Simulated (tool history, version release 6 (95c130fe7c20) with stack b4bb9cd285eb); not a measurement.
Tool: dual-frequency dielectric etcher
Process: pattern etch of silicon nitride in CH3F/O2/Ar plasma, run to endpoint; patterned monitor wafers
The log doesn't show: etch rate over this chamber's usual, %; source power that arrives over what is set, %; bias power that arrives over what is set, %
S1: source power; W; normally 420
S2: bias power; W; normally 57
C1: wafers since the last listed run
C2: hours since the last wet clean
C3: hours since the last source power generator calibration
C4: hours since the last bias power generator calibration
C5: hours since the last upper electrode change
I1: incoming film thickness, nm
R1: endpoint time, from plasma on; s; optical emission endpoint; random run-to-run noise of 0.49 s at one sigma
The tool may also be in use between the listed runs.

run,day,S1,S2,C1,C2,C3,C4,C5,I1,R1
1,0,420,57,0,137,3224.1,2488.9,5999.8,44.63,59.7
2,0.796,420,57,228,156.1,3243.2,2508,6018.9,44.85,60.9
3,1.862,420,57,305,181.7,3268.8,2533.6,6044.5,44.6,60.6
4,2.938,370,57,308,207.5,3294.6,2559.4,6070.3,45.22,65.7
5,4.317,420,57,395,240.6,3327.7,2592.5,6103.4,44.74,60.7
6,4.925,420,57,174,255.2,3342.3,2607.1,6118,44.92,61.6
7,6.225,420,57,372,286.4,3373.5,2638.3,6149.2,44.84,61.9
8,7.538,420,57,376,317.9,3405,2669.8,6180.7,45.15,62.3
9,9.029,420,57,427,353.7,3440.8,2705.6,6216.5,44.56,61.9
10,10.525,420,62,428,389.6,3476.7,2741.5,6252.4,44.49,59.5
# day 12.667: upper electrode replaced
11,12.688,420,62,333,441.5,3528.6,2793.4,0.5,45.4,60.2
12,12.996,420,62,88,448.9,3536,2800.8,7.9,44.6,60.8
13,13.621,420,57,179,463.9,3551,2815.8,22.9,44.58,62.1
14,14.688,520,48,305,489.5,3576.6,2841.4,48.5,44.67,60.7
# day 16.383: source power generator calibrated
15,19.079,330,46,1211,594.9,64.7,2946.8,153.9,45.2,76.8
16,20.346,500,67,363,625.3,95.1,2977.2,184.3,44.45,54.1
17,21.558,340,57,347,654.4,124.2,3006.3,213.4,44.31,68
# day 23.038: wet clean of the chamber
18,23.058,340,62,143,0.5,160.2,3042.3,249.4,44.66,64.1
19,23.512,490,63,130,11.4,171.1,3053.2,260.3,44.5,54
# day 23.712: bias power generator calibrated
20,24.579,360,51,258,37,196.7,20.8,285.9,45.14,67.7

Run 21 has not been measured yet. What should we expect?
21,25.825,420,57,357,66.9,226.6,50.7,315.8,45.11,?

R1: 61.2 s
Take away the tool's hidden state, keep the run-to-run variation as it was, and the same run would have given R1 60.6 s.
